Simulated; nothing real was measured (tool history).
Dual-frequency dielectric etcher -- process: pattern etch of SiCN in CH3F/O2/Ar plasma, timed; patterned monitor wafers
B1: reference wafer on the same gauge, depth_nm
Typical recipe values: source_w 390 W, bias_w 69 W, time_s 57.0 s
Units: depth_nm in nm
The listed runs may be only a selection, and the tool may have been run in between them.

{"run": 1, "hour": 0.0, "source_w": 350, "bias_w": 69, "time_s": 46.5, "B1": 23.0, "depth_nm": 15.24}
{"run": 2, "hour": 27.9, "source_w": 350, "bias_w": 69, "time_s": 46.5, "B1": 23.02, "depth_nm": 15.15}
{"run": 3, "hour": 60.6, "source_w": 350, "bias_w": 69, "time_s": 46.5, "B1": 22.98, "depth_nm": 15.27}
{"run": 4, "hour": 73.5, "source_w": 390, "bias_w": 69, "time_s": 57.0, "B1": 22.99, "depth_nm": 19.88}
{"run": 5, "hour": 149.2, "source_w": 390, "bias_w": 77, "time_s": 57.0, "B1": 23.02, "depth_nm": 20.87}
{"run": 6, "hour": 162.7, "source_w": 390, "bias_w": 77, "time_s": 57.0, "B1": 23.0, "depth_nm": 20.86}
{"run": 7, "hour": 190.3, "source_w": 390, "bias_w": 77, "time_s": 57.0, "B1": 22.98, "depth_nm": 21.03}
{"run": 8, "hour": 217.8, "source_w": 390, "bias_w": 69, "time_s": 57.0, "B1": 22.99, "depth_nm": 20.23}
{"hour": 234.1, "done": "source power generator calibrated"}
{"run": 9, "hour": 247.1, "source_w": 390, "bias_w": 69, "time_s": 57.0, "B1": 23.01, "depth_nm": 20.29}
{"run": 10, "hour": 262.3, "source_w": 390, "bias_w": 69, "time_s": 57.0, "B1": 23.0, "depth_nm": 20.54}
{"run": 11, "hour": 285.0, "source_w": 390, "bias_w": 69, "time_s": 57.0, "B1": 22.99, "depth_nm": 20.47}
{"run": 12, "hour": 315.0, "source_w": 390, "bias_w": 69, "time_s": 57.0, "B1": 23.01, "depth_nm": 20.29}
{"run": 13, "hour": 338.0, "source_w": 390, "bias_w": 69, "time_s": 45.0, "B1": 22.98, "depth_nm": 16.15}
{"hour": 365.2, "done": "upper electrode replaced"}
{"run": 14, "hour": 365.7, "source_w": 460, "bias_w": 56, "time_s": 48.5, "B1": 22.99, "depth_nm": 17.62}
{"run": 15, "hour": 381.4, "source_w": 390, "bias_w": 81, "time_s": 68.0, "B1": 22.98, "depth_nm": 26.06}
{"hour": 427.1, "done": "wet clean of the chamber"}
{"run": 16, "hour": 427.6, "source_w": 360, "bias_w": 54, "time_s": 70.0, "B1": 23.0, "depth_nm": 21.2}
{"run": 17, "hour": 427.9, "source_w": 390, "bias_w": 69, "time_s": 57.0, "B1": 22.99, "depth_nm": 19.43}
{"hour": 451.0, "done": "gauge calibrated"}
{"run": 18, "hour": 454.8, "source_w": 350, "bias_w": 86, "time_s": 41.0, "B1": 22.98, "depth_nm": 14.59}
{"run": 19, "hour": 484.6, "source_w": 330, "bias_w": 69, "time_s": 41.0, "B1": 23.01, "depth_nm": 13.01}
{"hour": 511.0, "done": "bias power generator calibrated"}
{"run": 20, "hour": 576.2, "source_w": 390, "bias_w": 69, "time_s": 57.0, "B1": 23.02, "depth_nm": 19.83}
{"run": 21, "hour": 599.2, "source_w": 390, "bias_w": 64, "time_s": 51.0, "B1": 23.03, "depth_nm": 17.29}
{"run": 22, "hour": 621.1, "source_w": 390, "bias_w": 69, "time_s": 57.0, "B1": 23.0, "depth_nm": 20.0}
{"run": 23, "hour": 637.6, "source_w": 390, "bias_w": 69, "time_s": 66.0, "B1": 23.02, "depth_nm": 23.32}
{"run": 24, "hour": 660.6, "source_w": 350, "bias_w": 69, "time_s": 51.0, "B1": 23.01, "depth_nm": 16.99}
{"run": 25, "hour": 693.4, "source_w": 390, "bias_w": 55, "time_s": 57.0, "B1": 23.01, "depth_nm": 18.67}

Alternative continuations, all from the tool just after run 25; predict every row:
{"run": "A", "hour": 693.8, "source_w": 390, "bias_w": 69, "time_s": 57.0, "B1": "?", "depth_nm": "?"}
{"run": "B", "hour": 693.8, "source_w": 480, "bias_w": 84, "time_s": 40.0, "B1": "?", "depth_nm": "?"}
{"run": "C", "hour": 693.8, "source_w": 360, "bias_w": 59, "time_s": 67.0, "B1": "?", "depth_nm": "?"}

run=A B1=23.00 depth_nm=20.31
run=B B1=23.00 depth_nm=16.75
run=C B1=23.00 depth_nm=21.81
Take away the tool's hidden state, keep each run's random variation, and the runs would have read:
run=A depth_nm=19.69
run=B depth_nm=16.24
run=C depth_nm=21.15
